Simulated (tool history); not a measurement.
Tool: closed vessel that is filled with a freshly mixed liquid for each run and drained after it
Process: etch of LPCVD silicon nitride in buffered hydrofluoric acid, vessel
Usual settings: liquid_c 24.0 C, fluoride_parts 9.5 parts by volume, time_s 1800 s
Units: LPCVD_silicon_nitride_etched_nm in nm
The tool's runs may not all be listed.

run,hour,liquid_c,fluoride_parts,time_s,wafers since the last listed run,hours since the thermometer was replaced,hours since the hydrofluoric acid flow meter was replaced,hours since the gauge calibration,"read-back film thickness of the LPCVD silicon nitride reference wafer, read on the same gauge (nm)",LPCVD_silicon_nitride_etched_nm
1,0.0,24.0,9.5,1800,0,2142.9,895.1,95.0,50.01,25.61
2,15.5,24.0,9.5,2585,665,2158.4,910.6,110.5,50.06,37.08
3,21.9,24.0,9.5,2585,274,2164.8,917.0,116.9,50.03,36.30
4,32.2,20.0,9.5,1800,441,2175.1,927.3,127.2,50.01,20.48
5,49.7,20.0,9.5,1800,750,2192.6,944.8,144.7,50.02,20.22
6,55.8,20.0,9.5,1800,261,2198.7,950.9,150.8,49.97,20.23
7,68.6,24.0,9.5,2540,549,2211.5,963.7,163.6,50.01,35.66
8,82.0,24.0,9.5,2540,574,2224.9,977.1,177.0,50.03,36.02
9,98.3,24.0,9.5,2540,699,2241.2,993.4,193.3,50.00,35.58
10,104.7,24.0,9.5,1800,274,2247.6,999.8,199.7,50.02,25.37
11,119.6,24.0,9.5,1800,639,2262.5,1014.7,214.6,50.00,25.28
12,133.7,24.0,9.5,2265,604,2276.6,1028.8,228.7,50.03,31.81
13,144.8,24.0,9.5,1800,476,2287.7,1039.9,239.8,49.96,25.14
14,162.4,24.0,9.5,1800,755,2305.3,1057.5,257.4,49.96,25.46
15,173.8,24.0,9.5,1800,489,2316.7,1068.9,268.8,50.01,25.18
16,183.6,28.0,9.5,1100,420,2326.5,1078.7,278.6,50.02,18.96
17,193.4,19.5,10.5,2260,420,2336.3,1088.5,288.4,50.02,22.28
18,211.0,24.0,9.5,1800,755,2353.9,1106.1,306.0,50.03,24.85
19,224.9,24.0,9.5,1800,596,2367.8,1120.0,319.9,50.03,24.59
20,231.3,26.5,6.5,1495,274,2374.2,1126.4,326.3,50.01,33.82
# hour 237.7: hydrofluoric acid flow meter replaced
# hour 238.8: thermometer replaced
# hour 241.1: gauge calibrated
21,247.2,28.0,9.5,1800,596,8.4,9.5,6.1,49.98,34.49
22,256.5,24.0,9.5,1800,399,17.7,18.8,15.4,50.02,28.14
23,269.1,24.0,9.5,1010,540,30.3,31.4,28.0,49.96,15.51
24,286.0,24.0,9.5,2665,725,47.2,48.3,44.9,50.00,41.09
25,293.8,24.0,9.5,1800,334,55.0,56.1,52.7,50.03,27.28
26,305.4,19.5,10.5,2260,497,66.6,67.7,64.3,50.02,24.99
27,322.1,21.5,9.5,1800,716,83.3,84.4,81.0,49.99,23.92
28,374.4,22.5,12.0,905,2243,135.6,136.7,133.3,50.01,10.17

Forecast each of these 5 alternatives for the next run:
A,375.5,24.0,9.5,1800,47,136.7,137.8,134.4,?,?
B,375.5,19.5,11.5,2535,47,136.7,137.8,134.4,?,?
C,375.5,24.0,9.5,1195,47,136.7,137.8,134.4,?,?
D,375.5,28.5,6.5,995,47,136.7,137.8,134.4,?,?
E,375.5,24.0,5.5,1800,47,136.7,137.8,134.4,?,?

run,"read-back film thickness of the LPCVD silicon nitride reference wafer, read on the same gauge (nm)",LPCVD_silicon_nitride_etched_nm
A,50.00,27.56
B,50.00,25.42
C,50.00,18.30
D,50.00,27.98
E,50.00,45.88
Without the tool's hidden state the same runs would have given:
run,LPCVD_silicon_nitride_etched_nm
A,27.85
B,25.83
C,18.49
D,28.38
E,46.52
